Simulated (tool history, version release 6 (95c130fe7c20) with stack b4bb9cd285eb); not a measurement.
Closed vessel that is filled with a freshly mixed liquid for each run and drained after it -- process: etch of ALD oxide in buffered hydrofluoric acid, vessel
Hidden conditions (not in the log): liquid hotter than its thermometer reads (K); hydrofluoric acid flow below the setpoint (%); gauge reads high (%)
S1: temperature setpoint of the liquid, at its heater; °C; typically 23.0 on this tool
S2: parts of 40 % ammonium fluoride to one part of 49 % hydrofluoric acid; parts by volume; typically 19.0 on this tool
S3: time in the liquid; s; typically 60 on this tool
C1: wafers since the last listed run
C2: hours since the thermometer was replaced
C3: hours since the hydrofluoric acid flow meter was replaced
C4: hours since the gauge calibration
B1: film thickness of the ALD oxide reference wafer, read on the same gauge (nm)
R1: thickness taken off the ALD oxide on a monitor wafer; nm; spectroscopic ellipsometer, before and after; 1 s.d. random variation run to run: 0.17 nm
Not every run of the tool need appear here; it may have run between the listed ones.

run 1 hour=0.0 | S1=23.0 S2=14.0 S3=60 | C1=0 C2=3018.5 C3=801.5 C4=161.4 | B1=60.05 | R1=56.75
run 2 hour=15.2 | S1=23.0 S2=14.0 S3=60 | C1=1274 C2=3033.7 C3=816.7 C4=176.6 | B1=59.94 | R1=56.69
run 3 hour=53.9 | S1=23.0 S2=19.0 S3=60 | C1=3245 C2=3072.4 C3=855.4 C4=215.3 | B1=60.01 | R1=42.58
run 4 hour=62.4 | S1=23.0 S2=19.0 S3=60 | C1=712 C2=3080.9 C3=863.9 C4=223.8 | B1=59.98 | R1=42.69
run 5 hour=70.2 | S1=23.0 S2=19.0 S3=60 | C1=654 C2=3088.7 C3=871.7 C4=231.6 | B1=59.99 | R1=42.61
-- hour=71.2 gauge calibrated
run 6 hour=80.3 | S1=23.0 S2=19.0 S3=60 | C1=847 C2=3098.8 C3=881.8 C4=9.1 | B1=60.01 | R1=42.77
run 7 hour=92.8 | S1=23.0 S2=19.0 S3=60 | C1=1048 C2=3111.3 C3=894.3 C4=21.6 | B1=60.02 | R1=42.65
run 8 hour=105.9 | S1=23.0 S2=19.0 S3=60 | C1=1098 C2=3124.4 C3=907.4 C4=34.7 | B1=60.01 | R1=42.49
run 9 hour=122.4 | S1=23.0 S2=19.0 S3=60 | C1=1383 C2=3140.9 C3=923.9 C4=51.2 | B1=60.03 | R1=42.43
run 10 hour=137.4 | S1=23.0 S2=19.0 S3=60 | C1=1258 C2=3155.9 C3=938.9 C4=66.2 | B1=59.96 | R1=42.34
run 11 hour=148.9 | S1=23.0 S2=19.0 S3=60 | C1=964 C2=3167.4 C3=950.4 C4=77.7 | B1=60.02 | R1=42.41
-- hour=153.7 thermometer replaced
-- hour=163.3 hydrofluoric acid flow meter replaced
run 12 hour=163.8 | S1=23.0 S2=19.0 S3=60 | C1=1081 C2=10.1 C3=0.5 C4=92.6 | B1=60.00 | R1=40.22
run 13 hour=177.8 | S1=23.0 S2=19.0 S3=60 | C1=1174 C2=24.1 C3=14.5 C4=106.6 | B1=60.01 | R1=40.30
run 14 hour=189.9 | S1=23.0 S2=19.0 S3=60 | C1=1014 C2=36.2 C3=26.6 C4=118.7 | B1=60.03 | R1=39.97
run 15 hour=206.1 | S1=23.0 S2=23.0 S3=45 | C1=1358 C2=52.4 C3=42.8 C4=134.9 | B1=60.02 | R1=26.04
run 16 hour=215.8 | S1=23.0 S2=23.0 S3=45 | C1=813 C2=62.1 C3=52.5 C4=144.6 | B1=60.00 | R1=26.02
run 17 hour=223.8 | S1=23.0 S2=19.0 S3=60 | C1=670 C2=70.1 C3=60.5 C4=152.6 | B1=60.04 | R1=40.06
run 18 hour=232.5 | S1=23.0 S2=19.0 S3=60 | C1=729 C2=78.8 C3=69.2 C4=161.3 | B1=60.02 | R1=40.46
run 19 hour=239.7 | S1=23.0 S2=19.0 S3=60 | C1=603 C2=86.0 C3=76.4 C4=168.5 | B1=60.00 | R1=40.10
run 20 hour=249.0 | S1=23.0 S2=19.0 S3=35 | C1=780 C2=95.3 C3=85.7 C4=177.8 | B1=59.95 | R1=23.39
run 21 hour=256.3 | S1=26.0 S2=24.0 S3=60 | C1=612 C2=102.6 C3=93.0 C4=185.1 | B1=59.99 | R1=39.62
run 22 hour=266.2 | S1=19.0 S2=19.0 S3=95 | C1=830 C2=112.5 C3=102.9 C4=195.0 | B1=59.99 | R1=50.75
-- hour=266.2 gauge calibrated
run 23 hour=274.4 | S1=26.5 S2=13.0 S3=35 | C1=687 C2=120.7 C3=111.1 C4=8.2 | B1=60.04 | R1=40.99
run 24 hour=291.3 | S1=23.0 S2=19.0 S3=60 | C1=1417 C2=137.6 C3=128.0 C4=25.1 | B1=59.99 | R1=40.15
run 25 hour=300.0 | S1=24.5 S2=25.0 S3=60 | C1=729 C2=146.3 C3=136.7 C4=33.8 | B1=60.03 | R1=35.68
run 26 hour=306.2 | S1=23.0 S2=19.0 S3=60 | C1=520 C2=152.5 C3=142.9 C4=40.0 | B1=59.98 | R1=39.94
run 27 hour=323.6 | S1=23.0 S2=11.5 S3=60 | C1=1459 C2=169.9 C3=160.3 C4=57.4 | B1=59.97 | R1=65.27
run 28 hour=340.4 | S1=27.0 S2=15.0 S3=35 | C1=1409 C2=186.7 C3=177.1 C4=74.2 | B1=60.01 | R1=36.42
run 29 hour=350.9 | S1=23.0 S2=22.5 S3=60 | C1=880 C2=197.2 C3=187.6 C4=84.7 | B1=59.98 | R1=35.26
run 30 hour=367.0 | S1=23.0 S2=19.0 S3=60 | C1=1350 C2=213.3 C3=203.7 C4=100.8 | B1=59.99 | R1=39.45
run 31 hour=376.2 | S1=20.5 S2=14.0 S3=60 | C1=771 C2=222.5 C3=212.9 C4=110.0 | B1=60.02 | R1=46.39
run 32 hour=408.6 | S1=23.0 S2=19.0 S3=60 | C1=2717 C2=254.9 C3=245.3 C4=142.4 | B1=59.97 | R1=39.44
run 33 hour=417.9 | S1=23.0 S2=23.0 S3=45 | C1=780 C2=264.2 C3=254.6 C4=151.7 | B1=59.95 | R1=25.84
run 34 hour=433.7 | S1=18.5 S2=13.5 S3=60 | C1=1325 C2=280.0 C3=270.4 C4=167.5 | B1=59.97 | R1=43.38

How the hidden state differs across the entries between the runs, from the last listed run before each to the first after it:
Run 5 -> run 6: gauge calibrated (hour 71.2)
  liquid hotter than its thermometer reads (K): 2.89 -> 2.9; hydrofluoric acid flow below the setpoint (%): 9.99 -> 10.1
  measured minus no-state result, R1: +2.88 -> +2.88 nm
Run 11 -> run 12: thermometer replaced (hour 153.7); hydrofluoric acid flow meter replaced (hour 163.3)
  liquid hotter than its thermometer reads (K): 2.96 -> 0.296; hydrofluoric acid flow below the setpoint (%): 10.8 -> 0.221
  measured minus no-state result, R1: +2.77 -> +0.58 nm
Run 22 -> run 23: gauge calibrated (hour 266.2)
  liquid hotter than its thermometer reads (K): 0.388 -> 0.395; hydrofluoric acid flow below the setpoint (%): 1.31 -> 1.4
  measured minus no-state result, R1: +0.46 -> +0.29 nm
